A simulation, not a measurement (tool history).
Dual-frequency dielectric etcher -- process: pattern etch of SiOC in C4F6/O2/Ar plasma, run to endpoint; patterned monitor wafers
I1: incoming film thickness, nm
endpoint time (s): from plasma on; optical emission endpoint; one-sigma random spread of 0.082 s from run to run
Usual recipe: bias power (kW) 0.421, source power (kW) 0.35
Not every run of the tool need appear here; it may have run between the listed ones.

run 1 day=0 | bias_power_(kW)=0.421 source_power_(kW)=0.28 | I1=36.51 | endpoint_time_(s)=16.4
run 2 day=0.758 | bias_power_(kW)=0.421 source_power_(kW)=0.28 | I1=36.36 | endpoint_time_(s)=16.3
run 3 day=2.742 | bias_power_(kW)=0.421 source_power_(kW)=0.35 | I1=35.86 | endpoint_time_(s)=14.4
run 4 day=3.65 | bias_power_(kW)=0.421 source_power_(kW)=0.35 | I1=36.36 | endpoint_time_(s)=14.6
run 5 day=4.221 | bias_power_(kW)=0.361 source_power_(kW)=0.32 | I1=36.01 | endpoint_time_(s)=15.6
run 6 day=4.971 | bias_power_(kW)=0.361 source_power_(kW)=0.32 | I1=35.97 | endpoint_time_(s)=15.6
run 7 day=5.992 | bias_power_(kW)=0.361 source_power_(kW)=0.32 | I1=36.34 | endpoint_time_(s)=15.7
run 8 day=7.029 | bias_power_(kW)=0.421 source_power_(kW)=0.3 | I1=36.1 | endpoint_time_(s)=15.5
-- day=8.092 bias power generator calibrated
run 9 day=8.492 | bias_power_(kW)=0.421 source_power_(kW)=0.3 | I1=35.87 | endpoint_time_(s)=15.4
-- day=10.171 source power generator calibrated
-- day=10.671 wet clean of the chamber
run 10 day=10.692 | bias_power_(kW)=0.421 source_power_(kW)=0.35 | I1=36.3 | endpoint_time_(s)=14.9
run 11 day=10.708 | bias_power_(kW)=0.421 source_power_(kW)=0.35 | I1=36.35 | endpoint_time_(s)=15
run 12 day=12.004 | bias_power_(kW)=0.421 source_power_(kW)=0.35 | I1=36.17 | endpoint_time_(s)=14.8
-- day=13.067 upper electrode replaced
run 13 day=13.1 | bias_power_(kW)=0.514 source_power_(kW)=0.26 | I1=36.17 | endpoint_time_(s)=16.1
run 14 day=14.367 | bias_power_(kW)=0.349 source_power_(kW)=0.35 | I1=35.88 | endpoint_time_(s)=15.4
run 15 day=17.158 | bias_power_(kW)=0.462 source_power_(kW)=0.39 | I1=36.63 | endpoint_time_(s)=13.7
run 16 day=18.15 | bias_power_(kW)=0.393 source_power_(kW)=0.38 | I1=36.24 | endpoint_time_(s)=14.4
run 17 day=18.717 | bias_power_(kW)=0.421 source_power_(kW)=0.35 | I1=36.17 | endpoint_time_(s)=14.8
run 18 day=19.792 | bias_power_(kW)=0.498 source_power_(kW)=0.42 | I1=35.99 | endpoint_time_(s)=12.9
run 19 day=20.754 | bias_power_(kW)=0.465 source_power_(kW)=0.31 | I1=35.91 | endpoint_time_(s)=14.8
run 20 day=21.833 | bias_power_(kW)=0.37 source_power_(kW)=0.29 | I1=36.36 | endpoint_time_(s)=16.6

Each row is a separate what-if for the run after 20, all from the same tool condition, not one after another. Results?
run A day=21.85 | bias_power_(kW)=0.505 source_power_(kW)=0.35 | I1=36.04 | endpoint_time_(s)=?
run B day=21.85 | bias_power_(kW)=0.511 source_power_(kW)=0.38 | I1=36.04 | endpoint_time_(s)=?
run C day=21.85 | bias_power_(kW)=0.354 source_power_(kW)=0.28 | I1=36.04 | endpoint_time_(s)=?
run D day=21.85 | bias_power_(kW)=0.484 source_power_(kW)=0.35 | I1=36.04 | endpoint_time_(s)=?
run E day=21.85 | bias_power_(kW)=0.354 source_power_(kW)=0.42 | I1=36.04 | endpoint_time_(s)=?

run=A endpoint_time_(s)=13.9
run=B endpoint_time_(s)=13.3
run=C endpoint_time_(s)=16.9
run=D endpoint_time_(s)=14
run=E endpoint_time_(s)=14
Take away the tool's hidden state, keep each run's random variation, and the runs would have read:
run=A endpoint_time_(s)=14.1
run=B endpoint_time_(s)=13.5
run=C endpoint_time_(s)=17.2
run=D endpoint_time_(s)=14.3
run=E endpoint_time_(s)=14.2
